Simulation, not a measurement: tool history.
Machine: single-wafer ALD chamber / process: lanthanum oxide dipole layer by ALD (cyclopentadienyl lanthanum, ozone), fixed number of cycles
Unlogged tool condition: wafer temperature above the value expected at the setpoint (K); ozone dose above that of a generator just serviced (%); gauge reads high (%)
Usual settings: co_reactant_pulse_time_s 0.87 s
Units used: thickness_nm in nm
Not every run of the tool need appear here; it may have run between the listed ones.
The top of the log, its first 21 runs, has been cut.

run	hour	co_reactant_pulse_time_s	wafers since the last listed run	hours since the last thermocouple change	hours since the last ozone generator service	hours since the showerhead was replaced	hours since the gauge calibration	read-back reference wafer on the same gauge, thickness_nm	thickness_nm
# hour 962.8: thermocouple changed; heater temperature recalibrated
# hour 1009.3: gauge calibrated
22	1014.6	1.04	1959	51.8	475	5256.8	5.3	0.452	0.483
23	1075.2	1.08	1526	112.4	535.6	5317.4	65.9	0.452	0.488
# hour 1118.2: ozone generator serviced
24	1118.7	0.53	894	155.9	0.5	5360.9	109.4	0.452	0.413
# hour 1146.6: showerhead replaced
25	1172.5	0.61	1153	209.7	54.3	25.9	163.2	0.452	0.427
26	1291.3	0.71	2991	328.5	173.1	144.7	282	0.452	0.441
27	1332.2	0.55	1030	369.4	214	185.6	322.9	0.452	0.408
28	1380.8	0.74	1223	418	262.6	234.2	371.5	0.452	0.445
29	1438.8	0.87	1460	476	320.6	292.2	429.5	0.452	0.464
30	1510.6	1	1808	547.8	392.4	364	501.3	0.452	0.481
31	1555	1.07	1118	592.2	436.8	408.4	545.7	0.452	0.489
32	1610.2	0.87	1390	647.4	492	463.6	600.9	0.452	0.463
# hour 1638.7: ozone generator serviced
33	1680.1	1.22	1558	717.3	41.4	533.5	670.8	0.452	0.513

Each row is a separate what-if for the run after 33, all from the same tool condition, not one after another. Results?
A	1680.5	0.87	10	717.7	41.8	533.9	671.2	?	?
B	1680.5	0.75	10	717.7	41.8	533.9	671.2	?	?
C	1680.5	1.13	10	717.7	41.8	533.9	671.2	?	?
D	1680.5	1.18	10	717.7	41.8	533.9	671.2	?	?
E	1680.5	1.03	10	717.7	41.8	533.9	671.2	?	?

run	read-back reference wafer on the same gauge, thickness_nm	thickness_nm
A	0.452	0.47
B	0.452	0.452
C	0.452	0.501
D	0.452	0.506
E	0.452	0.491
With the hidden condition removed and each run's random variation left untouched, the same runs would have given:
run	thickness_nm
A	0.473
B	0.454
C	0.503
D	0.508
E	0.493

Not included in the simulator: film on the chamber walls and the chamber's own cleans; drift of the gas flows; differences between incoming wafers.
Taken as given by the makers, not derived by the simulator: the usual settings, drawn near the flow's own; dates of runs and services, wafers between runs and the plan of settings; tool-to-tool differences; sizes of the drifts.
